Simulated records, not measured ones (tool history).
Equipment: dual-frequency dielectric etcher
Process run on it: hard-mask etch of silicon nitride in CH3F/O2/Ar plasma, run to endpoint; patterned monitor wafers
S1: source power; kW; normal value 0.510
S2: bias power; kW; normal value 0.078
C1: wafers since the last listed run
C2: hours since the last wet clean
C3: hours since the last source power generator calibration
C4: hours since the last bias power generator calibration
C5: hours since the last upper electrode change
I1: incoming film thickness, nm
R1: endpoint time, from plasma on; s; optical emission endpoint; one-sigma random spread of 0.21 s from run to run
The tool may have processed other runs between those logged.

run 1 day=0.000 | S1=0.510 S2=0.078 | C1=0 C2=2.2 C3=2311.9 C4=3796.0 C5=6053.0 | I1=47.81 | R1=56.3
run 2 day=0.967 | S1=0.450 S2=0.074 | C1=215 C2=25.4 C3=2335.1 C4=3819.2 C5=6076.2 | I1=47.72 | R1=59.2
run 3 day=1.783 | S1=0.450 S2=0.074 | C1=182 C2=45.0 C3=2354.7 C4=3838.8 C5=6095.8 | I1=47.33 | R1=59.0
run 4 day=5.554 | S1=0.450 S2=0.074 | C1=842 C2=135.5 C3=2445.2 C4=3929.3 C5=6186.3 | I1=47.66 | R1=58.8
run 5 day=6.108 | S1=0.510 S2=0.092 | C1=123 C2=148.8 C3=2458.5 C4=3942.6 C5=6199.6 | I1=48.23 | R1=54.0
run 6 day=9.621 | S1=0.510 S2=0.092 | C1=784 C2=233.1 C3=2542.8 C4=4026.9 C5=6283.9 | I1=47.59 | R1=53.5
run 7 day=10.404 | S1=0.510 S2=0.092 | C1=174 C2=251.9 C3=2561.6 C4=4045.7 C5=6302.7 | I1=47.39 | R1=52.9
run 8 day=11.492 | S1=0.510 S2=0.078 | C1=242 C2=278.0 C3=2587.7 C4=4071.8 C5=6328.8 | I1=47.52 | R1=55.2
run 9 day=15.858 | S1=0.510 S2=0.078 | C1=975 C2=382.8 C3=2692.5 C4=4176.6 C5=6433.6 | I1=47.87 | R1=56.1
run 10 day=17.042 | S1=0.510 S2=0.078 | C1=264 C2=411.2 C3=2720.9 C4=4205.0 C5=6462.0 | I1=47.44 | R1=55.2
-- day=18.362 upper electrode replaced
run 11 day=18.388 | S1=0.510 S2=0.078 | C1=77 C2=443.5 C3=2753.2 C4=4237.3 C5=0.6 | I1=47.88 | R1=55.8
run 12 day=19.492 | S1=0.410 S2=0.078 | C1=246 C2=470.0 C3=2779.7 C4=4263.8 C5=27.1 | I1=47.97 | R1=61.0
run 13 day=20.708 | S1=0.410 S2=0.078 | C1=271 C2=499.2 C3=2808.9 C4=4293.0 C5=56.3 | I1=47.42 | R1=60.3
-- day=21.558 source power generator calibrated
run 14 day=21.571 | S1=0.410 S2=0.078 | C1=155 C2=519.9 C3=0.3 C4=4313.7 C5=77.0 | I1=47.85 | R1=60.5
run 15 day=22.554 | S1=0.510 S2=0.083 | C1=219 C2=543.5 C3=23.9 C4=4337.3 C5=100.6 | I1=47.51 | R1=54.5
run 16 day=23.796 | S1=0.510 S2=0.083 | C1=277 C2=573.3 C3=53.7 C4=4367.1 C5=130.4 | I1=47.98 | R1=55.3
run 17 day=24.454 | S1=0.450 S2=0.066 | C1=147 C2=589.1 C3=69.5 C4=4382.9 C5=146.2 | I1=47.68 | R1=60.7
run 18 day=25.550 | S1=0.510 S2=0.078 | C1=244 C2=615.4 C3=95.8 C4=4409.2 C5=172.5 | I1=47.78 | R1=55.8
run 19 day=26.179 | S1=0.410 S2=0.069 | C1=140 C2=630.5 C3=110.9 C4=4424.3 C5=187.6 | I1=48.37 | R1=63.5
run 20 day=26.900 | S1=0.560 S2=0.070 | C1=160 C2=647.8 C3=128.2 C4=4441.6 C5=204.9 | I1=48.02 | R1=55.6
-- day=28.312 wet clean of the chamber
run 21 day=28.333 | S1=0.510 S2=0.086 | C1=96 C2=0.5 C3=162.6 C4=4476.0 C5=239.3 | I1=48.08 | R1=54.6
run 22 day=28.796 | S1=0.510 S2=0.078 | C1=103 C2=11.6 C3=173.7 C4=4487.1 C5=250.4 | I1=47.74 | R1=55.7
run 23 day=29.608 | S1=0.430 S2=0.078 | C1=181 C2=31.1 C3=193.2 C4=4506.6 C5=269.9 | I1=47.69 | R1=59.2
run 24 day=30.754 | S1=0.510 S2=0.091 | C1=255 C2=58.6 C3=220.7 C4=4534.1 C5=297.4 | I1=47.80 | R1=53.6
-- day=31.417 bias power generator calibrated
run 25 day=31.438 | S1=0.510 S2=0.060 | C1=115 C2=75.0 C3=237.1 C4=0.5 C5=313.8 | I1=47.76 | R1=59.2
run 26 day=32.892 | S1=0.510 S2=0.078 | C1=324 C2=109.9 C3=272.0 C4=35.4 C5=348.7 | I1=47.64 | R1=55.1
run 27 day=34.112 | S1=0.620 S2=0.087 | C1=272 C2=139.2 C3=301.3 C4=64.7 C5=378.0 | I1=47.85 | R1=50.5
run 28 day=35.129 | S1=0.470 S2=0.097 | C1=227 C2=163.6 C3=325.7 C4=89.1 C5=402.4 | I1=47.77 | R1=54.1
run 29 day=35.812 | S1=0.590 S2=0.092 | C1=152 C2=180.0 C3=342.1 C4=105.5 C5=418.8 | I1=47.39 | R1=49.9
run 30 day=36.846 | S1=0.510 S2=0.078 | C1=230 C2=204.8 C3=366.9 C4=130.3 C5=443.6 | I1=47.39 | R1=55.4
run 31 day=37.400 | S1=0.390 S2=0.097 | C1=123 C2=218.1 C3=380.2 C4=143.6 C5=456.9 | I1=47.76 | R1=58.9
run 32 day=38.200 | S1=0.390 S2=0.097 | C1=178 C2=237.3 C3=399.4 C4=162.8 C5=476.1 | I1=48.20 | R1=58.6
run 33 day=39.329 | S1=0.590 S2=0.078 | C1=252 C2=264.4 C3=426.5 C4=189.9 C5=503.2 | I1=48.17 | R1=53.2

What if the next run were any one of these 4? Each begins from the tool's condition after run 33:
run A day=39.346 | S1=0.510 S2=0.078 | C1=3 C2=264.8 C3=426.9 C4=190.3 C5=503.6 | I1=47.76 | R1=?
run B day=39.346 | S1=0.450 S2=0.084 | C1=3 C2=264.8 C3=426.9 C4=190.3 C5=503.6 | I1=47.76 | R1=?
run C day=39.346 | S1=0.410 S2=0.058 | C1=3 C2=264.8 C3=426.9 C4=190.3 C5=503.6 | I1=47.76 | R1=?
run D day=39.346 | S1=0.460 S2=0.064 | C1=3 C2=264.8 C3=426.9 C4=190.3 C5=503.6 | I1=47.76 | R1=?

run=A R1=55.7
run=B R1=57.4
run=C R1=64.7
run=D R1=60.6
With no hidden state in the tool, these same runs would have given:
run=A R1=55.7
run=B R1=57.4
run=C R1=64.7
run=D R1=60.6
